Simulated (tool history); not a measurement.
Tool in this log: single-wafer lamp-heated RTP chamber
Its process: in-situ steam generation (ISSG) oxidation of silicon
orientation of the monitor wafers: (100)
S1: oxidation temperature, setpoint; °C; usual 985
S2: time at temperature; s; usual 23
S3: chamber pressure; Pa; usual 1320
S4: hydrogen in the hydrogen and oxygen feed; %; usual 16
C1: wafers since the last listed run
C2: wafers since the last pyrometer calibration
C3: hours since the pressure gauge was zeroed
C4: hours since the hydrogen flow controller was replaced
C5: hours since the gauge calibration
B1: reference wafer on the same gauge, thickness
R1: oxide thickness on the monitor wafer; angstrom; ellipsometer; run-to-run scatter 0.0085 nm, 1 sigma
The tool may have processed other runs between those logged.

run    hour   S1  S2    S3  S4    C1     C2      C3      C4      C5     B1     R1
  1       0  985  18  1320  16     0   2426  1509.5  4123.6  2607.9   4.38   46.1
  2    53.4  985  18  1320  16   908   3334  1562.9    4177  2661.3  4.381  46.23
  3   150.5  985  18  1320  16  1651   4986    1660  4274.1  2758.4   4.38  46.04
  4   217.9  985  28  1320  19  1146   6133  1727.4  4341.5  2825.8  4.381  58.66
  5   257.8  985  28  1320  19   678   6812  1767.3  4381.4  2865.7  4.382   58.5
  6   312.8  985  23  1320  11   935   7747  1822.3  4436.4  2920.7   4.38  47.82
  7   375.3  985  23  1320  11  1063   8811  1884.8  4498.9  2983.2  4.379  47.94
  8   453.1  985  23  1320  16  1323  10134  1962.6  4576.7    3061   4.38  51.53
  9   509.7  985  23  1320  16   962  11097  2019.2  4633.3  3117.6   4.38   51.5
      526.1  -- pressure gauge zeroed
        553  -- pyrometer window cleaned and pyrometer calibrated
 10   584.9  965  29  1360  12  1007    542    58.8  4708.5  3192.8  4.379   50.7
      646.4  -- hydrogen flow controller replaced
 11   658.4  978  23  1360  16  1114   1656   132.3      12  3266.3   4.38   49.9
 12   739.1  985  23  1360  11  1372   3029     213    92.7    3347   4.38  47.66
 13   782.9  969  15  1173  16   745   3774   256.8   136.5  3390.8  4.379     41
 14   831.9  985  23  1320  16   833   4608   305.8   185.5  3439.8  4.381  51.53
 15   894.6  985  23  1187  16  1066   5675   368.5   248.2  3502.5   4.38  52.17
 16   956.2  985  23  1320  16  1048   6723   430.1   309.8  3564.1  4.379  51.66
 17  1010.1  985  30  1200  16   917   7640     484   363.7    3618  4.379  59.17
       1051  -- gauge calibrated
 18  1089.7  985  23  1320  16  1354   8994   563.6   443.3    38.7  4.379  51.52
 19  1131.4  985  23  1320  11   709   9703   605.3     485    80.4  4.381  47.83
     1186.2  -- pyrometer window cleaned and pyrometer calibrated
 20  1227.1  985  23  1320  16  1492    695     701   580.7   176.1  4.379   51.6
 21  1326.1  985  23  1320  16  1684   2379     800   679.7   275.1  4.379  51.61
 22  1423.3  985  23  1320  16  1653   4033   897.2   776.9   372.3  4.382  51.58
 23  1487.4  985  19  1320  16  1090   5123   961.3     841   436.4  4.379  47.16
 24  1556.7  985  23  1360  21  1179   6303  1030.6   910.3   505.7   4.38  54.14
 25  1650.5  996  30  1160  16  1595   7898  1124.4  1004.1   599.5  4.382  62.32
 26  1731.1  985  23  1213  16  1371   9270    1205  1084.7   680.1   4.38   52.2
 27  1820.1  968  23  1320  16  1514  10784    1294  1173.7   769.1  4.381  48.46
 28  1909.5  985  17  1320  16  1520  12305  1383.4  1263.1   858.5   4.38  44.87
     1922.3  -- pyrometer window cleaned and pyrometer calibrated
 29  2001.2  985  15  1360  11  1424   1342  1475.1  1354.8   950.2   4.38   39.2
 30  2053.5  999  23  1320  25   889   2231  1527.4  1407.1  1002.5  4.381  59.77
 31  2125.1  985  23  1320  16  1218   3450    1599  1478.7  1074.1   4.38  51.63
 32  2225.7  993  27  1320  16  1711   5161  1699.6  1579.3  1174.7  4.379  57.46

Forecast each of these 3 alternatives for the next run:
  A  2226.1  985  23  1320  16   6  5168  1700  1579.7  1175.1   ?   ?
  B  2226.1  993  23  1360  11   6  5168  1700  1579.7  1175.1   ?   ?
  C  2226.1  999  28  1213  23   6  5168  1700  1579.7  1175.1   ?   ?

run    B1     R1
  A  4.38  51.42
  B  4.38  49.01
  C  4.38  65.38
Had the tool no hidden state, the same runs would have come out as:
run     R1
  A  51.31
  B  48.89
  C   65.2
